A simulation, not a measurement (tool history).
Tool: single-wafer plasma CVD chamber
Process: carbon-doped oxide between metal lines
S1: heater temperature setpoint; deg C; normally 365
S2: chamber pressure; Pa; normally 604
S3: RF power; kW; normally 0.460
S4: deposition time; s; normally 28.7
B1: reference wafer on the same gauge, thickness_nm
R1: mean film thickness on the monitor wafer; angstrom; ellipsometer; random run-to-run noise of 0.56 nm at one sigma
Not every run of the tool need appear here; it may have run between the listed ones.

run 1 hour=0.0 | S1=360 S2=604 S3=0.460 S4=28.7 | B1=140.702 | R1=1266.91
run 2 hour=84.9 | S1=360 S2=604 S3=0.460 S4=28.7 | B1=140.499 | R1=1260.22
run 3 hour=169.4 | S1=360 S2=604 S3=0.460 S4=28.7 | B1=140.407 | R1=1256.08
run 4 hour=274.6 | S1=354 S2=604 S3=0.460 S4=28.7 | B1=139.998 | R1=1268.83
run 5 hour=354.4 | S1=365 S2=604 S3=0.460 S4=28.7 | B1=139.805 | R1=1239.49
run 6 hour=452.5 | S1=365 S2=604 S3=0.460 S4=28.7 | B1=139.548 | R1=1238.09
run 7 hour=535.1 | S1=365 S2=604 S3=0.460 S4=28.7 | B1=139.334 | R1=1229.13
-- hour=580.5 gauge calibrated
run 8 hour=623.9 | S1=365 S2=604 S3=0.460 S4=28.7 | B1=141.992 | R1=1249.90
run 9 hour=690.3 | S1=365 S2=604 S3=0.460 S4=28.7 | B1=141.889 | R1=1246.67
-- hour=763.7 showerhead replaced
run 10 hour=770.7 | S1=365 S2=604 S3=0.460 S4=28.7 | B1=141.445 | R1=1242.36

Expected results for the next run?
-- hour=792.0 thermocouple changed; heater temperature recalibrated
-- hour=875.6 RF generator calibrated
run 11 hour=877.0 | S1=365 S2=604 S3=0.460 S4=28.7 | B1=? | R1=?

{"run 11": {"B1": 141.019, "R1": 1249.06}}
Take away the tool's hidden state, keep the run-to-run variation as it was, and the same run would have given R1 1255.87 angstrom.
